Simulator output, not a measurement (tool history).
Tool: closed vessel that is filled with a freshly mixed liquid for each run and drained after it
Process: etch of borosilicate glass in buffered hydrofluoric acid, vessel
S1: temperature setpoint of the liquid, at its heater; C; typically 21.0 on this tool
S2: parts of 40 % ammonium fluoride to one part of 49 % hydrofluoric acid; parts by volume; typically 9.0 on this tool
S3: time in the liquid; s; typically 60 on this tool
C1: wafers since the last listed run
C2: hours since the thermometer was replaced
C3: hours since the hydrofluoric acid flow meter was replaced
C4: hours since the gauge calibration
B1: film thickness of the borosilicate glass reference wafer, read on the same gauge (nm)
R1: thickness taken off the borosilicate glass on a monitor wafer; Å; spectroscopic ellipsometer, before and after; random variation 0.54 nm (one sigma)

run,hour,S1,S2,S3,C1,C2,C3,C4,B1,R1
1,0.0,21.0,9.0,60,0,1335.5,457.8,590.9,130.00,653.1
2,26.3,21.0,9.0,60,3378,1361.8,484.1,617.2,130.00,660.1
3,42.8,21.0,9.0,60,2119,1378.3,500.6,633.7,130.00,659.7
4,56.0,21.0,9.0,45,1695,1391.5,513.8,646.9,130.01,495.7
5,78.6,21.0,9.0,60,2903,1414.1,536.4,669.5,129.98,665.4
6,98.3,21.0,9.0,60,2530,1433.8,556.1,689.2,130.02,654.7
7,124.9,21.0,9.0,60,3417,1460.4,582.7,715.8,130.02,657.1
8,138.3,21.0,9.0,60,1721,1473.8,596.1,729.2,130.00,665.6
9,157.9,21.0,9.0,60,2518,1493.4,615.7,748.8,130.01,664.5
10,206.5,18.0,9.0,60,6243,1542.0,664.3,797.4,129.98,568.1
# hour 241.6: gauge calibrated
11,287.9,21.0,7.0,60,10457,1623.4,745.7,46.3,130.01,885.0
12,316.1,21.0,7.0,60,3623,1651.6,773.9,74.5,130.00,898.9
13,333.0,21.0,9.0,60,2171,1668.5,790.8,91.4,130.02,671.0
14,347.6,22.5,9.0,80,1875,1683.1,805.4,106.0,129.99,973.0
# hour 384.5: hydrofluoric acid flow meter replaced
15,453.8,25.0,6.5,35,13515,1789.3,69.3,212.2,129.98,686.0
16,468.9,21.0,9.0,40,1939,1804.4,84.4,227.3,129.99,449.9
17,494.2,24.0,6.0,60,3250,1829.7,109.7,252.6,129.98,1208.2
18,513.8,19.0,9.0,60,2518,1849.3,129.3,272.2,129.98,616.3
# hour 566.0: thermometer replaced
19,607.3,18.5,11.5,40,11884,41.3,222.8,365.7,130.00,284.4
20,624.2,21.0,9.0,60,2171,58.2,239.7,382.6,129.98,610.5
21,636.4,23.5,9.0,90,1567,70.4,251.9,394.8,129.99,1033.8
22,670.0,18.5,7.5,80,4316,104.0,285.5,428.4,129.97,866.8
23,697.0,21.0,9.0,60,3468,131.0,312.5,455.4,130.03,603.6
24,732.4,24.5,12.5,60,4548,166.4,347.9,490.8,129.97,553.0
25,761.6,21.0,11.5,85,3751,195.6,377.1,520.0,130.01,702.2
26,809.5,21.0,9.0,40,6154,243.5,425.0,567.9,130.01,401.2
27,841.7,22.5,5.5,30,4136,275.7,457.2,600.1,129.99,546.8
28,873.6,17.0,10.5,35,4098,307.6,489.1,632.0,129.98,257.3
29,897.0,24.0,9.0,60,3006,331.0,512.5,655.4,129.98,727.8
30,911.9,21.0,9.0,35,1914,345.9,527.4,670.3,130.04,360.8
31,932.6,21.0,9.0,60,2659,366.6,548.1,691.0,129.98,615.2
32,963.9,21.0,9.0,60,4021,397.9,579.4,722.3,130.02,622.1
33,991.7,17.5,6.5,80,3571,425.7,607.2,750.1,129.99,948.2
34,1006.4,25.0,9.0,70,1888,440.4,621.9,764.8,130.01,900.5

Some steps in R1, run to run, broken into two amounts with sign: the step expected even without the hidden condition (settings, incoming material, random variation), and the rest, left for the hidden condition together with whatever gauge scatter is not in both the measured and the hidden-condition-free result:
What the log doesn't record here: liquid hotter than its thermometer reads (K); hydrofluoric acid flow below the setpoint (%); gauge reads high (%).
Run 16 -> 17: S1 21.0 -> 24.0, S2 9.0 -> 6.0, S3 40 -> 60. R1 +758.3 Å: hidden state +97.0, all else +661.3.
Run 17 -> 18: S1 24.0 -> 19.0, S2 6.0 -> 9.0. R1 -591.9 Å: hidden state -72.8, all else -519.1.
Run 18 -> 19: S1 19.0 -> 18.5, S2 9.0 -> 11.5, S3 60 -> 40, thermometer replaced. R1 -331.9 Å: hidden state -76.8, all else -255.1.
Run 28 -> 29: S1 17.0 -> 24.0, S2 10.5 -> 9.0, S3 35 -> 60. R1 +470.5 Å: hidden state +18.0, all else +452.5.
